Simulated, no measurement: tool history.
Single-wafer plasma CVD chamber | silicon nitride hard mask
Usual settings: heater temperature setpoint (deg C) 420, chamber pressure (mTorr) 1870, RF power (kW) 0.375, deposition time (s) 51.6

run,day,heater temperature setpoint (deg C),chamber pressure (mTorr),RF power (kW),deposition time (s),"read-back reference wafer on the same gauge, thickness_nm",mean film thickness on the monitor wafer (nm)
1,0,420,1870,0.315,51.6,70.144,54.429
2,0.558,420,1870,0.375,51.6,70.253,62.724
3,0.846,420,1870,0.375,51.6,70.179,62.708
4,2.658,420,1870,0.375,55.5,70.19,67.415
5,3.725,420,1870,0.375,55.5,70.314,67.682
6,4.338,420,1870,0.375,51.6,70.146,62.404
# day 5.183: capacitance manometer re-zeroed and calibrated
7,5.204,420,1870,0.375,51.6,70.122,62.959
8,5.338,420,1870,0.375,51.6,70.157,63.407
9,5.979,420,1580,0.395,51.6,70.148,62.924
# day 6.658: showerhead replaced
# day 6.842: thermocouple changed; heater temperature recalibrated
10,6.862,420,1580,0.395,51.6,70.136,62.34
11,7.279,420,1870,0.375,51.6,70.134,62.535
# day 7.508: gauge calibrated
12,7.996,420,1870,0.375,51.6,70.292,62.501
13,8.367,409,2070,0.32,41.4,70.184,45.601
14,8.688,420,1870,0.325,59.3,70.157,64.048

The next listed run, before its measurement:
15,9.196,420,1870,0.375,51.6,?,?

Run 15 gave read-back reference wafer on the same gauge, thickness_nm 70.242, mean film thickness on the monitor wafer (nm) 62.738.
Without the tool's hidden state the same run would have given mean film thickness on the monitor wafer (nm) 66.989.

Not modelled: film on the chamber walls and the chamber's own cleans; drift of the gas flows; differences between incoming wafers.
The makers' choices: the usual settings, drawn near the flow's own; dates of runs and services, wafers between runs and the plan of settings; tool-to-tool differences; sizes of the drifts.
